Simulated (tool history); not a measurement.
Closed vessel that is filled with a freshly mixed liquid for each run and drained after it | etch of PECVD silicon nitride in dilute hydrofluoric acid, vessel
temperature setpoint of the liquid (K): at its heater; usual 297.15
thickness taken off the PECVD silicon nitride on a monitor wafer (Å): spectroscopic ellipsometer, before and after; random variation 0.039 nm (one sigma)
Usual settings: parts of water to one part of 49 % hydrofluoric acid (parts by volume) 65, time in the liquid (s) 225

| run | hour | temperature setpoint of the liquid (K) | parts of water to one part of 49 % hydrofluoric acid (parts by volume) | time in the liquid (s) | read-back film thickness of the PECVD silicon nitride reference wafer, read on the same gauge (nm) | thickness taken off the PECVD silicon nitride on a monitor wafer (Å) |
|---|---|---|---|---|---|---|
| 1 | 0 | 297.15 | 65 | 225 | 30.02 | 99.1 |
| 2 | 7.8 | 297.15 | 65 | 225 | 30 | 99.6 |
| 3 | 23.1 | 297.15 | 65 | 225 | 29.97 | 99.7 |
| 4 | 31.4 | 297.15 | 65 | 225 | 29.98 | 98.7 |
| 5 | 46.8 | 297.15 | 65 | 225 | 30.03 | 98.7 |
| 6 | 61.6 | 297.15 | 65 | 225 | 30.05 | 99 |
| 7 | 72.5 | 297.15 | 65 | 225 | 30.02 | 98.8 |
| 8 | 82.5 | 297.15 | 65 | 175 | 29.99 | 76.4 |
|  | 97.2 | thermometer replaced |
| 9 | 97.7 | 297.15 | 65 | 175 | 29.99 | 69.3 |
| 10 | 111.6 | 297.15 | 65 | 175 | 30.02 | 69.5 |
|  | 113.6 | hydrofluoric acid flow meter replaced |
| 11 | 120.2 | 297.15 | 65 | 225 | 30 | 89.5 |
|  | 132.9 | thermometer replaced, repeated, since the last time left the tool worse |
| 12 | 135.1 | 297.15 | 65 | 190 | 30.02 | 93.4 |
| 13 | 144.4 | 295.15 | 65 | 120 | 30.03 | 51.6 |
| 14 | 154.2 | 295.15 | 65 | 120 | 29.97 | 51 |
| 15 | 165 | 297.15 | 65 | 225 | 29.97 | 110.4 |
| 16 | 172.8 | 297.15 | 65 | 225 | 30 | 109.7 |
|  | 178.3 | gauge calibrated |
| 17 | 186.6 | 297.15 | 85 | 265 | 29.98 | 99.6 |
| 18 | 195.7 | 295.65 | 40 | 265 | 30 | 188.4 |

Forecast run 19:
| 19 | 208.9 | 294.65 | 45 | 145 | ? | ? |

{"run 19": {"read-back film thickness of the PECVD silicon nitride reference wafer, read on the same gauge (nm)": 29.99, "thickness taken off the PECVD silicon nitride on a monitor wafer (Å)": 85.4}}
Without the tool's hidden state the same run would have given thickness taken off the PECVD silicon nitride on a monitor wafer (Å) 86.4.
